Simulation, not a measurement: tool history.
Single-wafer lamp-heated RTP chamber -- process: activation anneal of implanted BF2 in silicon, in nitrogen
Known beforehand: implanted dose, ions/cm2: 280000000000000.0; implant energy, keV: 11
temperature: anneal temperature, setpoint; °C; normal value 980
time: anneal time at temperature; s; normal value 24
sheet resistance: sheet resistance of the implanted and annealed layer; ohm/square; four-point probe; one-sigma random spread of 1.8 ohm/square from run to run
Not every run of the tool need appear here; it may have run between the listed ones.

run	hour	temperature	time	wafers since the last listed run	wafers since the last pyrometer calibration	wafers since the reflector plate was cleaned	hours since the gauge calibration	read-back reference wafer on the same gauge, sheet resistance	sheet resistance
1	0.0	980	27	0	346	7452	1037.9	429.47	450.14
2	61.3	980	24	1072	1419	8525	1099.2	430.17	450.02
3	121.7	980	24	1056	2475	9581	1159.6	428.85	452.52
4	188.8	980	24	1173	3649	10755	1226.7	429.45	450.39
5	235.9	980	24	823	4473	11579	1273.8	428.71	455.59
6	260.3	980	24	426	4900	12006	1298.2	429.53	452.42
7	325.2	966	31	1135	6035	13141	1363.1	428.14	464.43
# hour 341.5: pyrometer window cleaned and pyrometer calibrated
# hour 344.2: reflector plate cleaned
8	352.0	980	24	281	136	136	1389.9	428.77	451.81
9	384.1	980	24	561	698	698	1422.0	428.99	452.34
10	422.9	980	24	678	1376	1376	1460.8	427.28	451.38
11	492.4	980	31	1215	2592	2592	1530.3	427.71	447.41
12	544.4	980	31	909	3502	3502	1582.3	427.47	446.28
13	576.6	980	31	563	4065	4065	1614.5	427.53	448.68
14	603.3	959	24	467	4532	4532	1641.2	427.44	480.64
15	674.8	959	24	1250	5783	5783	1712.7	426.80	483.91
16	717.5	980	24	746	6530	6530	1755.4	426.78	450.89
# hour 797.0: pyrometer window cleaned and pyrometer calibrated
17	797.5	1006	32	1259	8	7790	1835.4	426.91	424.40
18	836.0	980	24	673	681	8463	1873.9	426.66	447.30
19	863.0	968	12	472	1154	8935	1900.9	426.39	479.18
20	892.0	992	36	507	1661	9443	1929.9	426.77	428.69
21	959.5	980	24	1180	2842	10624	1997.4	425.24	448.13
# hour 1007.0: reflector plate cleaned
22	1018.6	980	24	893	3736	202	2056.5	424.48	448.09
23	1063.8	980	24	790	4527	993	2101.7	425.21	447.70
24	1088.8	980	24	437	4964	1430	2126.7	425.63	447.09
# hour 1093.4: gauge calibrated
# hour 1145.6: pyrometer window cleaned and pyrometer calibrated
25	1151.9	1000	24	963	110	2394	58.5	432.12	436.21
26	1198.1	952	35	808	918	3202	104.7	431.67	492.06
27	1261.1	969	16	1102	2020	4305	167.7	432.57	480.97
28	1289.5	1002	37	496	2517	4801	196.1	432.31	429.70
29	1355.2	980	24	1149	3666	5951	261.8	432.40	455.12
30	1404.2	980	24	857	4523	6808	310.8	432.46	455.38
31	1469.3	962	14	1138	5662	7947	375.9	431.97	493.51
32	1518.6	998	32	862	6525	8809	425.2	432.94	435.85
33	1590.2	953	34	1252	7777	10062	496.8	432.34	493.22
# hour 1599.8: pyrometer window cleaned and pyrometer calibrated
34	1654.6	1009	10	986	958	11048	561.2	431.82	445.75
# hour 1681.0: reflector plate cleaned
35	1698.7	980	30	631	1590	310	605.3	431.13	450.80
36	1722.7	980	13	419	2010	730	629.3	431.48	464.28
37	1769.6	980	24	820	2830	1550	676.2	431.53	454.42

State the hidden condition of the tool at each of the runs:
true wafer temperature minus pyrometer reading, K: 0 at every run
wafer temperature error from the tarnished reflector plate, K: 0 at every run
H1: gauge reads high (%)
run	H1
1	-0.0518
2	-0.0939
3	-0.138
4	-0.189
5	-0.227
6	-0.247
7	-0.303
8	-0.326
9	-0.355
10	-0.391
11	-0.458
12	-0.51
13	-0.543
14	-0.571
15	-0.648
16	-0.696
17	-0.788
18	-0.834
19	-0.867
20	-0.902
21	-0.988
22	-1.06
23	-1.13
24	-1.16
25	0.526
26	0.524
27	0.518
28	0.515
29	0.505
30	0.496
31	0.482
32	0.469
33	0.448
34	0.426
35	0.41
36	0.4
37	0.38
